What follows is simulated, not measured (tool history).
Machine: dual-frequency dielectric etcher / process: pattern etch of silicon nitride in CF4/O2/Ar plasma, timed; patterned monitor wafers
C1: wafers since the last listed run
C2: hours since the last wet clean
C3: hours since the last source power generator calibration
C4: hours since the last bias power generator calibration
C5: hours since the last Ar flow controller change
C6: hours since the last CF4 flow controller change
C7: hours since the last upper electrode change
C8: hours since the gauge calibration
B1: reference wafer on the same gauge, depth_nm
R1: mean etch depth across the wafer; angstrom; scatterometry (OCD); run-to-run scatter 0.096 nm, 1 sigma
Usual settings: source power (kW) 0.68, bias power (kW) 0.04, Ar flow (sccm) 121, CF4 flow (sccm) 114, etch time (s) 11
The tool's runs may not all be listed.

run 1 day=0 | source_power_(kW)=0.68 bias_power_(kW)=0.04 Ar_flow_(sccm)=121 CF4_flow_(sccm)=114 etch_time_(s)=11 | C1=0 C2=349.6 C3=1496.7 C4=3053.3 C5=1757.2 C6=2187.6 C7=4373.2 C8=432 | B1=25.38 | R1=238
run 2 day=0.892 | source_power_(kW)=0.68 bias_power_(kW)=0.04 Ar_flow_(sccm)=121 CF4_flow_(sccm)=114 etch_time_(s)=11 | C1=354 C2=371 C3=1518.1 C4=3074.7 C5=1778.6 C6=2209 C7=4394.6 C8=453.4 | B1=25.38 | R1=238
-- day=1.267 gauge calibrated
run 3 day=2 | source_power_(kW)=0.68 bias_power_(kW)=0.04 Ar_flow_(sccm)=121 CF4_flow_(sccm)=114 etch_time_(s)=11 | C1=440 C2=397.6 C3=1544.7 C4=3101.3 C5=1805.2 C6=2235.6 C7=4421.2 C8=17.6 | B1=25.41 | R1=237
run 4 day=2.833 | source_power_(kW)=0.68 bias_power_(kW)=0.04 Ar_flow_(sccm)=121 CF4_flow_(sccm)=114 etch_time_(s)=11 | C1=331 C2=417.6 C3=1564.7 C4=3121.3 C5=1825.2 C6=2255.6 C7=4441.2 C8=37.6 | B1=25.41 | R1=236
run 5 day=3.629 | source_power_(kW)=0.68 bias_power_(kW)=0.04 Ar_flow_(sccm)=107 CF4_flow_(sccm)=114 etch_time_(s)=11 | C1=316 C2=436.7 C3=1583.8 C4=3140.4 C5=1844.3 C6=2274.7 C7=4460.3 C8=56.7 | B1=25.4 | R1=242.5
run 6 day=4.988 | source_power_(kW)=0.68 bias_power_(kW)=0.04 Ar_flow_(sccm)=121 CF4_flow_(sccm)=114 etch_time_(s)=11 | C1=539 C2=469.3 C3=1616.4 C4=3173 C5=1876.9 C6=2307.3 C7=4492.9 C8=89.3 | B1=25.4 | R1=235.6
run 7 day=5.567 | source_power_(kW)=0.68 bias_power_(kW)=0.04 Ar_flow_(sccm)=121 CF4_flow_(sccm)=114 etch_time_(s)=11 | C1=230 C2=483.2 C3=1630.3 C4=3186.9 C5=1890.8 C6=2321.2 C7=4506.8 C8=103.2 | B1=25.41 | R1=234.6
run 8 day=8.762 | source_power_(kW)=0.68 bias_power_(kW)=0.04 Ar_flow_(sccm)=121 CF4_flow_(sccm)=114 etch_time_(s)=11 | C1=1269 C2=559.9 C3=1707 C4=3263.6 C5=1967.5 C6=2397.9 C7=4583.5 C8=179.9 | B1=25.4 | R1=235.1
-- day=10.438 source power generator calibrated
-- day=11.446 CF4 flow controller replaced
-- day=11.479 wet clean of the chamber
run 9 day=11.95 | source_power_(kW)=0.68 bias_power_(kW)=0.04 Ar_flow_(sccm)=121 CF4_flow_(sccm)=114 etch_time_(s)=11 | C1=1087 C2=11.3 C3=36.3 C4=3340.1 C5=2044 C6=12.1 C7=4660 C8=256.4 | B1=25.4 | R1=242
-- day=13.258 upper electrode replaced
run 10 day=13.279 | source_power_(kW)=0.68 bias_power_(kW)=0.04 Ar_flow_(sccm)=140 CF4_flow_(sccm)=114 etch_time_(s)=11 | C1=130 C2=43.2 C3=68.2 C4=3372 C5=2075.9 C6=44 C7=0.5 C8=288.3 | B1=25.39 | R1=233.9
-- day=14.408 bias power generator calibrated
run 11 day=14.429 | source_power_(kW)=0.68 bias_power_(kW)=0.04 Ar_flow_(sccm)=140 CF4_flow_(sccm)=114 etch_time_(s)=11 | C1=390 C2=70.8 C3=95.8 C4=0.5 C5=2103.5 C6=71.6 C7=28.1 C8=315.9 | B1=25.41 | R1=235.4
run 12 day=15.433 | source_power_(kW)=0.68 bias_power_(kW)=0.04 Ar_flow_(sccm)=147 CF4_flow_(sccm)=142 etch_time_(s)=9 | C1=399 C2=94.9 C3=119.9 C4=24.6 C5=2127.6 C6=95.7 C7=52.2 C8=340 | B1=25.43 | R1=193.1
run 13 day=16.667 | source_power_(kW)=0.68 bias_power_(kW)=0.045 Ar_flow_(sccm)=121 CF4_flow_(sccm)=101 etch_time_(s)=11 | C1=490 C2=124.5 C3=149.5 C4=54.2 C5=2157.2 C6=125.3 C7=81.8 C8=369.6 | B1=25.38 | R1=244.5
-- day=17.196 Ar flow controller replaced
run 14 day=17.779 | source_power_(kW)=0.68 bias_power_(kW)=0.04 Ar_flow_(sccm)=105 CF4_flow_(sccm)=130 etch_time_(s)=9 | C1=342 C2=151.2 C3=176.2 C4=80.9 C5=14 C6=152 C7=108.5 C8=396.3 | B1=25.39 | R1=203.5
-- day=20.242 gauge calibrated
run 15 day=20.754 | source_power_(kW)=0.68 bias_power_(kW)=0.049 Ar_flow_(sccm)=121 CF4_flow_(sccm)=98 etch_time_(s)=11 | C1=1182 C2=222.6 C3=247.6 C4=152.3 C5=85.4 C6=223.4 C7=179.9 C8=12.3 | B1=25.4 | R1=248.8
run 16 day=21.671 | source_power_(kW)=0.84 bias_power_(kW)=0.04 Ar_flow_(sccm)=121 CF4_flow_(sccm)=114 etch_time_(s)=14.5 | C1=364 C2=244.6 C3=269.6 C4=174.3 C5=107.4 C6=245.4 C7=201.9 C8=34.3 | B1=25.41 | R1=362.3
run 17 day=22.558 | source_power_(kW)=0.84 bias_power_(kW)=0.04 Ar_flow_(sccm)=121 CF4_flow_(sccm)=105 etch_time_(s)=11 | C1=352 C2=265.9 C3=290.9 C4=195.6 C5=128.7 C6=266.7 C7=223.2 C8=55.6 | B1=25.39 | R1=273.2
run 18 day=23.196 | source_power_(kW)=0.68 bias_power_(kW)=0.04 Ar_flow_(sccm)=121 CF4_flow_(sccm)=114 etch_time_(s)=11 | C1=253 C2=281.2 C3=306.2 C4=210.9 C5=144 C6=282 C7=238.5 C8=70.9 | B1=25.38 | R1=239.6
run 19 day=24.617 | source_power_(kW)=0.62 bias_power_(kW)=0.047 Ar_flow_(sccm)=121 CF4_flow_(sccm)=114 etch_time_(s)=11 | C1=564 C2=315.3 C3=340.3 C4=245 C5=178.1 C6=316.1 C7=272.6 C8=105 | B1=25.4 | R1=232.3
run 20 day=25.567 | source_power_(kW)=0.68 bias_power_(kW)=0.05 Ar_flow_(sccm)=140 CF4_flow_(sccm)=142 etch_time_(s)=8 | C1=377 C2=338.1 C3=363.1 C4=267.8 C5=200.9 C6=338.9 C7=295.4 C8=127.8 | B1=25.4 | R1=181.5

Branching from run 20: 5 alternative next runs. What would each branch give?
run A day=25.583 | source_power_(kW)=0.68 bias_power_(kW)=0.04 Ar_flow_(sccm)=121 CF4_flow_(sccm)=114 etch_time_(s)=11 | C1=6 C2=338.5 C3=363.5 C4=268.2 C5=201.3 C6=339.3 C7=295.8 C8=128.2 | B1=? | R1=?
run B day=25.583 | source_power_(kW)=0.68 bias_power_(kW)=0.033 Ar_flow_(sccm)=121 CF4_flow_(sccm)=114 etch_time_(s)=11 | C1=6 C2=338.5 C3=363.5 C4=268.2 C5=201.3 C6=339.3 C7=295.8 C8=128.2 | B1=? | R1=?
run C day=25.583 | source_power_(kW)=0.68 bias_power_(kW)=0.04 Ar_flow_(sccm)=121 CF4_flow_(sccm)=87 etch_time_(s)=12 | C1=6 C2=338.5 C3=363.5 C4=268.2 C5=201.3 C6=339.3 C7=295.8 C8=128.2 | B1=? | R1=?
run D day=25.583 | source_power_(kW)=0.68 bias_power_(kW)=0.04 Ar_flow_(sccm)=121 CF4_flow_(sccm)=100 etch_time_(s)=11 | C1=6 C2=338.5 C3=363.5 C4=268.2 C5=201.3 C6=339.3 C7=295.8 C8=128.2 | B1=? | R1=?
run E day=25.583 | source_power_(kW)=0.68 bias_power_(kW)=0.04 Ar_flow_(sccm)=121 CF4_flow_(sccm)=140 etch_time_(s)=11 | C1=6 C2=338.5 C3=363.5 C4=268.2 C5=201.3 C6=339.3 C7=295.8 C8=128.2 | B1=? | R1=?

run=A B1=25.42 R1=237
run=B B1=25.42 R1=227.3
run=C B1=25.42 R1=253.6
run=D B1=25.42 R1=234.7
run=E B1=25.42 R1=240.8
Without the tool's hidden state the same runs would have given:
run=A R1=241.6
run=B R1=231.7
run=C R1=258.5
run=D R1=239.3
run=E R1=245.5
